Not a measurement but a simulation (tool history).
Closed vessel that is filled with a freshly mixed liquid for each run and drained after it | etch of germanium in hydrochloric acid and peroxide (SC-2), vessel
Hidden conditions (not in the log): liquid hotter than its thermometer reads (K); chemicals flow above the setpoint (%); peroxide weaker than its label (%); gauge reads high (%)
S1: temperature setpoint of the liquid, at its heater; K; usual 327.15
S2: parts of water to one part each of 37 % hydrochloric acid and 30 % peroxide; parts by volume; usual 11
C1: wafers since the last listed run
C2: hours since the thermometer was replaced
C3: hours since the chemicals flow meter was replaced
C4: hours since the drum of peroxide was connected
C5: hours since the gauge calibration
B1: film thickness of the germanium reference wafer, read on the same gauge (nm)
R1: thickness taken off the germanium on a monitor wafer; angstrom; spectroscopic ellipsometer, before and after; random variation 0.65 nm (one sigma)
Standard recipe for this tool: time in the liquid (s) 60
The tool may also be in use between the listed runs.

run 1 hour=0 | S1=327.15 S2=11 time_in_the_liquid_(s)=60 | C1=0 C2=21.7 C3=670.2 C4=420.5 C5=840.8 | B1=129.99 | R1=1637.5
run 2 hour=51.5 | S1=327.15 S2=11 time_in_the_liquid_(s)=60 | C1=4033 C2=73.2 C3=721.7 C4=472 C5=892.3 | B1=130.01 | R1=1635.2
run 3 hour=103.6 | S1=327.15 S2=11 time_in_the_liquid_(s)=60 | C1=4080 C2=125.3 C3=773.8 C4=524.1 C5=944.4 | B1=130.02 | R1=1646.6
run 4 hour=143.5 | S1=327.15 S2=11 time_in_the_liquid_(s)=60 | C1=3125 C2=165.2 C3=813.7 C4=564 C5=984.3 | B1=130.01 | R1=1657
-- hour=171.2 chemicals flow meter replaced
run 5 hour=213.9 | S1=327.15 S2=15 time_in_the_liquid_(s)=60 | C1=5435 C2=235.6 C3=42.7 C4=634.4 C5=1054.7 | B1=129.95 | R1=1582.6
run 6 hour=290.7 | S1=327.15 S2=13 time_in_the_liquid_(s)=60 | C1=6015 C2=312.4 C3=119.5 C4=711.2 C5=1131.5 | B1=130.01 | R1=1633.7
run 7 hour=331.7 | S1=327.15 S2=16 time_in_the_liquid_(s)=80 | C1=3211 C2=353.4 C3=160.5 C4=752.2 C5=1172.5 | B1=130.01 | R1=2108.6
run 8 hour=437.2 | S1=327.15 S2=11 time_in_the_liquid_(s)=60 | C1=8263 C2=458.9 C3=266 C4=857.7 C5=1278 | B1=130 | R1=1675.3
-- hour=576.7 new drum of peroxide connected
run 9 hour=683.8 | S1=327.15 S2=11 time_in_the_liquid_(s)=60 | C1=19236 C2=705.5 C3=512.6 C4=107.1 C5=1524.6 | B1=130.01 | R1=1713.9
run 10 hour=778.5 | S1=327.15 S2=15.5 time_in_the_liquid_(s)=90 | C1=7417 C2=800.2 C3=607.3 C4=201.8 C5=1619.3 | B1=129.98 | R1=2462.5
-- hour=846.8 thermometer replaced
-- hour=928.7 chemicals flow meter replaced
run 11 hour=998.4 | S1=327.15 S2=11 time_in_the_liquid_(s)=60 | C1=17066 C2=151.6 C3=69.7 C4=421.7 C5=1839.2 | B1=130.01 | R1=1658.6
run 12 hour=1079.9 | S1=327.15 S2=11 time_in_the_liquid_(s)=90 | C1=6383 C2=233.1 C3=151.2 C4=503.2 C5=1920.7 | B1=130.02 | R1=2494.7
run 13 hour=1179.7 | S1=335.15 S2=11 time_in_the_liquid_(s)=50 | C1=7816 C2=332.9 C3=251 C4=603 C5=2020.5 | B1=129.94 | R1=1751.5
run 14 hour=1274.7 | S1=320.65 S2=11 time_in_the_liquid_(s)=60 | C1=7440 C2=427.9 C3=346 C4=698 C5=2115.5 | B1=130.03 | R1=1385
run 15 hour=1315.2 | S1=327.15 S2=11 time_in_the_liquid_(s)=60 | C1=3172 C2=468.4 C3=386.5 C4=738.5 C5=2156 | B1=130.01 | R1=1698.3
run 16 hour=1370.1 | S1=327.15 S2=15.5 time_in_the_liquid_(s)=90 | C1=4299 C2=523.3 C3=441.4 C4=793.4 C5=2210.9 | B1=129.98 | R1=2424.3
-- hour=1371.7 gauge calibrated
run 17 hour=1441.7 | S1=327.15 S2=8 time_in_the_liquid_(s)=40 | C1=5607 C2=594.9 C3=513 C4=865 C5=70 | B1=130.02 | R1=1168.6
-- hour=1508.9 thermometer replaced
run 18 hour=1527.6 | S1=319.15 S2=13 time_in_the_liquid_(s)=45 | C1=6649 C2=18.7 C3=598.9 C4=950.9 C5=155.9 | B1=129.98 | R1=929.4
run 19 hour=1624.6 | S1=327.15 S2=14.5 time_in_the_liquid_(s)=60 | C1=7597 C2=115.7 C3=695.9 C4=1047.9 C5=252.9 | B1=130 | R1=1587.2
run 20 hour=1675.2 | S1=321.15 S2=9 time_in_the_liquid_(s)=75 | C1=3963 C2=166.3 C3=746.5 C4=1098.5 C5=303.5 | B1=129.99 | R1=1749.8
run 21 hour=1748.6 | S1=324.65 S2=9.5 time_in_the_liquid_(s)=85 | C1=5748 C2=239.7 C3=819.9 C4=1171.9 C5=376.9 | B1=130.02 | R1=2200.8
-- hour=1770.2 chemicals flow meter replaced
run 22 hour=1805.1 | S1=327.15 S2=6 time_in_the_liquid_(s)=60 | C1=4346 C2=296.2 C3=34.9 C4=1228.4 C5=433.4 | B1=129.97 | R1=1751.3
-- hour=1852.7 new drum of peroxide connected
run 23 hour=1876.1 | S1=323.65 S2=8.5 time_in_the_liquid_(s)=60 | C1=5482 C2=367.2 C3=105.9 C4=23.4 C5=504.4 | B1=129.98 | R1=1541.5
run 24 hour=1932.1 | S1=327.15 S2=11 time_in_the_liquid_(s)=60 | C1=4386 C2=423.2 C3=161.9 C4=79.4 C5=560.4 | B1=129.99 | R1=1678.7
run 25 hour=2014.3 | S1=336.15 S2=11 time_in_the_liquid_(s)=60 | C1=6438 C2=505.4 C3=244.1 C4=161.6 C5=642.6 | B1=130.01 | R1=2193.4
run 26 hour=2059.2 | S1=327.15 S2=11 time_in_the_liquid_(s)=60 | C1=3516 C2=550.3 C3=289 C4=206.5 C5=687.5 | B1=129.98 | R1=1700.9
run 27 hour=2137.8 | S1=327.15 S2=9 time_in_the_liquid_(s)=30 | C1=6156 C2=628.9 C3=367.6 C4=285.1 C5=766.1 | B1=129.95 | R1=866.5
-- hour=2198 thermometer replaced
run 28 hour=2199.8 | S1=327.15 S2=6.5 time_in_the_liquid_(s)=40 | C1=4777 C2=1.8 C3=429.6 C4=347.1 C5=828.1 | B1=129.95 | R1=1134
run 29 hour=2265.2 | S1=334.15 S2=6 time_in_the_liquid_(s)=80 | C1=5122 C2=67.2 C3=495 C4=412.5 C5=893.5 | B1=130.02 | R1=2838.3

Consider 5 possible next runs. They are alternatives, not a sequence: every one starts from the tool as it was left by run 29. What does each give?
run A hour=2265.9 | S1=327.15 S2=11 time_in_the_liquid_(s)=60 | C1=54 C2=67.9 C3=495.7 C4=413.2 C5=894.2 | B1=? | R1=?
run B hour=2265.9 | S1=327.15 S2=11 time_in_the_liquid_(s)=30 | C1=54 C2=67.9 C3=495.7 C4=413.2 C5=894.2 | B1=? | R1=?
run C hour=2265.9 | S1=319.15 S2=11 time_in_the_liquid_(s)=60 | C1=54 C2=67.9 C3=495.7 C4=413.2 C5=894.2 | B1=? | R1=?
run D hour=2265.9 | S1=332.65 S2=11 time_in_the_liquid_(s)=60 | C1=54 C2=67.9 C3=495.7 C4=413.2 C5=894.2 | B1=? | R1=?
run E hour=2265.9 | S1=334.15 S2=9.5 time_in_the_liquid_(s)=70 | C1=54 C2=67.9 C3=495.7 C4=413.2 C5=894.2 | B1=? | R1=?

run=A B1=130.02 R1=1637
run=B B1=130.02 R1=818.5
run=C B1=130.02 R1=1275.2
run=D B1=130.02 R1=1928.6
run=E B1=130.02 R1=2389.9
With no hidden state in the tool, these same runs would have given:
run=A R1=1614.2
run=B R1=807.1
run=C R1=1256.4
run=D R1=1902.7
run=E R1=2358
